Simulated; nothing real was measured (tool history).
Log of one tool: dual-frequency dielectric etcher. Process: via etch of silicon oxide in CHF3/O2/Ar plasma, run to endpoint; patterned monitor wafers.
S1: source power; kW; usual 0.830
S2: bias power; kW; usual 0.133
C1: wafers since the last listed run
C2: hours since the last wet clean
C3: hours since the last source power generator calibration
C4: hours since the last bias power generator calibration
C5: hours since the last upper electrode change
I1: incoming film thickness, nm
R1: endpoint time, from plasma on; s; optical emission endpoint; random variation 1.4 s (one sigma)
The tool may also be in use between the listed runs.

run 1 day=0.000 | S1=0.830 S2=0.133 | C1=0 C2=560.2 C3=894.4 C4=1140.3 C5=3745.7 | I1=604.2 | R1=319.9
-- day=1.471 wet clean of the chamber
run 2 day=7.442 | S1=0.830 S2=0.133 | C1=946 C2=143.3 C3=1073.0 C4=1318.9 C5=3924.3 | I1=607.6 | R1=321.9
run 3 day=11.371 | S1=0.830 S2=0.133 | C1=577 C2=237.6 C3=1167.3 C4=1413.2 C5=4018.6 | I1=603.9 | R1=321.7
run 4 day=14.033 | S1=0.830 S2=0.133 | C1=391 C2=301.5 C3=1231.2 C4=1477.1 C5=4082.5 | I1=601.7 | R1=318.8
run 5 day=16.683 | S1=0.830 S2=0.133 | C1=389 C2=365.1 C3=1294.8 C4=1540.7 C5=4146.1 | I1=607.1 | R1=322.5
run 6 day=19.742 | S1=0.830 S2=0.133 | C1=449 C2=438.5 C3=1368.2 C4=1614.1 C5=4219.5 | I1=610.3 | R1=324.0
run 7 day=23.321 | S1=0.830 S2=0.133 | C1=526 C2=524.4 C3=1454.1 C4=1700.0 C5=4305.4 | I1=604.4 | R1=321.2
-- day=24.442 wet clean of the chamber
run 8 day=27.392 | S1=0.760 S2=0.133 | C1=451 C2=70.8 C3=1551.8 C4=1797.7 C5=4403.1 | I1=606.2 | R1=333.0
run 9 day=29.838 | S1=0.760 S2=0.133 | C1=359 C2=129.5 C3=1610.5 C4=1856.4 C5=4461.8 | I1=613.0 | R1=338.7
run 10 day=32.483 | S1=0.760 S2=0.133 | C1=388 C2=193.0 C3=1674.0 C4=1919.9 C5=4525.3 | I1=604.0 | R1=332.0
run 11 day=35.362 | S1=0.980 S2=0.153 | C1=423 C2=262.1 C3=1743.1 C4=1989.0 C5=4594.4 | I1=601.0 | R1=285.0
run 12 day=38.517 | S1=0.830 S2=0.133 | C1=463 C2=337.8 C3=1818.8 C4=2064.7 C5=4670.1 | I1=600.9 | R1=318.0
run 13 day=41.979 | S1=0.830 S2=0.133 | C1=508 C2=420.9 C3=1901.9 C4=2147.8 C5=4753.2 | I1=608.6 | R1=320.6
-- day=42.450 bias power generator calibrated
-- day=44.304 upper electrode replaced
run 14 day=45.688 | S1=0.830 S2=0.133 | C1=373 C2=509.9 C3=1990.9 C4=77.7 C5=33.2 | I1=606.3 | R1=315.1
run 15 day=49.217 | S1=0.720 S2=0.151 | C1=518 C2=594.6 C3=2075.6 C4=162.4 C5=117.9 | I1=607.8 | R1=325.3
-- day=52.038 wet clean of the chamber
run 16 day=52.058 | S1=0.720 S2=0.151 | C1=270 C2=0.5 C3=2143.8 C4=230.6 C5=186.1 | I1=609.4 | R1=327.0
run 17 day=52.821 | S1=0.830 S2=0.133 | C1=112 C2=18.8 C3=2162.1 C4=248.9 C5=204.4 | I1=607.6 | R1=315.7
run 18 day=55.062 | S1=0.750 S2=0.143 | C1=329 C2=72.6 C3=2215.9 C4=302.7 C5=258.2 | I1=603.1 | R1=320.0
-- day=56.571 source power generator calibrated
run 19 day=57.983 | S1=0.830 S2=0.133 | C1=404 C2=142.7 C3=33.9 C4=372.8 C5=328.3 | I1=609.5 | R1=321.5
run 20 day=61.838 | S1=0.660 S2=0.141 | C1=566 C2=235.2 C3=126.4 C4=465.3 C5=420.8 | I1=607.6 | R1=347.3
run 21 day=71.992 | S1=0.760 S2=0.164 | C1=1492 C2=478.9 C3=370.1 C4=709.0 C5=664.5 | I1=604.1 | R1=312.6
run 22 day=75.788 | S1=0.880 S2=0.145 | C1=557 C2=570.0 C3=461.2 C4=800.1 C5=755.6 | I1=605.8 | R1=304.6
run 23 day=78.117 | S1=0.830 S2=0.111 | C1=342 C2=625.9 C3=517.1 C4=856.0 C5=811.5 | I1=613.4 | R1=342.3
-- day=80.712 wet clean of the chamber
run 24 day=80.933 | S1=0.720 S2=0.133 | C1=266 C2=5.3 C3=584.7 C4=923.6 C5=879.1 | I1=607.2 | R1=342.5

Run 25 comes next. What will it give?
run 25 day=83.567 | S1=0.710 S2=0.114 | C1=387 C2=68.5 C3=647.9 C4=986.8 C5=942.3 | I1=608.0 | R1=?

Run 25 gave R1 361.0 s.
Without the tool's hidden state the same run would have given R1 358.3 s.

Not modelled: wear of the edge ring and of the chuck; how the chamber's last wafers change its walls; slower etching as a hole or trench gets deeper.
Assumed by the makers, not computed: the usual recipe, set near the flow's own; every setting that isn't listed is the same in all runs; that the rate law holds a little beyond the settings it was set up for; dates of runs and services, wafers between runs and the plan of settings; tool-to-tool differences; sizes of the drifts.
